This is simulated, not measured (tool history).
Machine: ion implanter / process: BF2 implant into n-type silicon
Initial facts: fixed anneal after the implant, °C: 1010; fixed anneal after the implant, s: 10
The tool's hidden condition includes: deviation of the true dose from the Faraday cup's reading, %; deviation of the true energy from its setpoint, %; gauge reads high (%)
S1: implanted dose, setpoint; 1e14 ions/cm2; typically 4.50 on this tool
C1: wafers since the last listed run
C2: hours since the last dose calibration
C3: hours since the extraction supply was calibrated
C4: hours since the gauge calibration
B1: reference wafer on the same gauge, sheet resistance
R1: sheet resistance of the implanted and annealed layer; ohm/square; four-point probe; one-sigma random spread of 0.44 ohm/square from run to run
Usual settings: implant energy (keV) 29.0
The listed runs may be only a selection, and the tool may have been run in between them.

Run 1, day 0.000: usual settings; C1 0; C2 2262.1; C3 2145.5; C4 115.8; B1 305.94. Result: R1 291.77 ohm/square.
Run 2, day 0.471: usual settings; C1 200; C2 2273.4; C3 2156.8; C4 127.1; B1 305.92. Result: R1 291.33 ohm/square.
Run 3, day 1.088: usual settings; C1 262; C2 2288.2; C3 2171.6; C4 141.9; B1 305.86. Result: R1 292.13 ohm/square.
Run 4, day 1.388: usual settings; C1 127; C2 2295.4; C3 2178.8; C4 149.1; B1 305.98. Result: R1 290.87 ohm/square.
Run 5, day 1.825: usual settings; C1 185; C2 2305.9; C3 2189.3; C4 159.6; B1 305.84. Result: R1 291.66 ohm/square.
Run 6, day 2.421: usual settings; C1 253; C2 2320.2; C3 2203.6; C4 173.9; B1 306.15. Result: R1 290.77 ohm/square.
Run 7, day 2.967: usual settings; C1 231; C2 2333.3; C3 2216.7; C4 187.0; B1 306.07. Result: R1 291.45 ohm/square.
Run 8, day 3.333: usual settings but S1 4.82 1e14 ions/cm2; C1 155; C2 2342.1; C3 2225.5; C4 195.8; B1 306.05. Result: R1 275.82 ohm/square.
Run 9, day 3.654: usual settings but S1 3.75 1e14 ions/cm2, implant energy (keV) 36.0; C1 136; C2 2349.8; C3 2233.2; C4 203.5; B1 306.23. Result: R1 331.49 ohm/square.
Run 10, day 4.258: usual settings; C1 256; C2 2364.3; C3 2247.7; C4 218.0; B1 306.00. Result: R1 291.32 ohm/square.
Run 11, day 4.762: usual settings but S1 5.29 1e14 ions/cm2, implant energy (keV) 37.0; C1 214; C2 2376.4; C3 2259.8; C4 230.1; B1 306.05. Result: R1 245.74 ohm/square.
Run 12, day 5.012: usual settings; C1 106; C2 2382.4; C3 2265.8; C4 236.1; B1 306.17. Result: R1 291.67 ohm/square.
At day 5.867: extraction supply calibrated.
Run 13, day 5.888: usual settings but S1 5.61 1e14 ions/cm2, implant energy (keV) 25.5; C1 230; C2 2403.4; C3 0.5; C4 257.1; B1 305.90. Result: R1 253.99 ohm/square.
Run 14, day 5.979: usual settings but S1 3.86 1e14 ions/cm2, implant energy (keV) 39.0; C1 38; C2 2405.6; C3 2.7; C4 259.3; B1 306.07. Result: R1 320.85 ohm/square.
At day 6.171: gauge calibrated.
At day 6.542: Faraday cup replaced and dose calibrated.
Run 15, day 6.562: usual settings; C1 106; C2 0.5; C3 16.7; C4 9.4; B1 306.12. Result: R1 291.75 ohm/square.
Run 16, day 7.004: usual settings but S1 5.74 1e14 ions/cm2, implant energy (keV) 23.5; C1 187; C2 11.1; C3 27.3; C4 20.0; B1 306.01. Result: R1 256.67 ohm/square.
Run 17, day 7.304: usual settings but S1 5.21 1e14 ions/cm2, implant energy (keV) 24.0; C1 127; C2 18.3; C3 34.5; C4 27.2; B1 306.23. Result: R1 271.29 ohm/square.
Run 18, day 7.942: usual settings but S1 5.24 1e14 ions/cm2, implant energy (keV) 21.0; C1 270; C2 33.6; C3 49.8; C4 42.5; B1 306.12. Result: R1 280.61 ohm/square.
Run 19, day 8.533: usual settings but S1 5.23 1e14 ions/cm2, implant energy (keV) 37.5; C1 251; C2 47.8; C3 64.0; C4 56.7; B1 305.88. Result: R1 247.98 ohm/square.

Consider 3 possible next runs. They are alternatives, not a sequence: every one starts from the tool as it was left by run 19. What does each give?
Run A, day 8.550: usual settings but implant energy (keV) 22.5; C1 7; C2 48.2; C3 64.4; C4 57.1; B1 ?. Result: R1 ?.
Run B, day 8.550: usual settings but S1 3.47 1e14 ions/cm2, implant energy (keV) 20.5; C1 7; C2 48.2; C3 64.4; C4 57.1; B1 ?. Result: R1 ?.
Run C, day 8.550: usual settings but S1 3.42 1e14 ions/cm2, implant energy (keV) 23.5; C1 7; C2 48.2; C3 64.4; C4 57.1; B1 ?. Result: R1 ?.

run      B1      R1
  A  306.00  305.54
  B  306.00  377.48
  C  306.00  375.43
The same runs, with their run-to-run variation unchanged, on a tool lacking any hidden condition would have given:
run      R1
  A  305.54
  B  377.48
  C  375.43
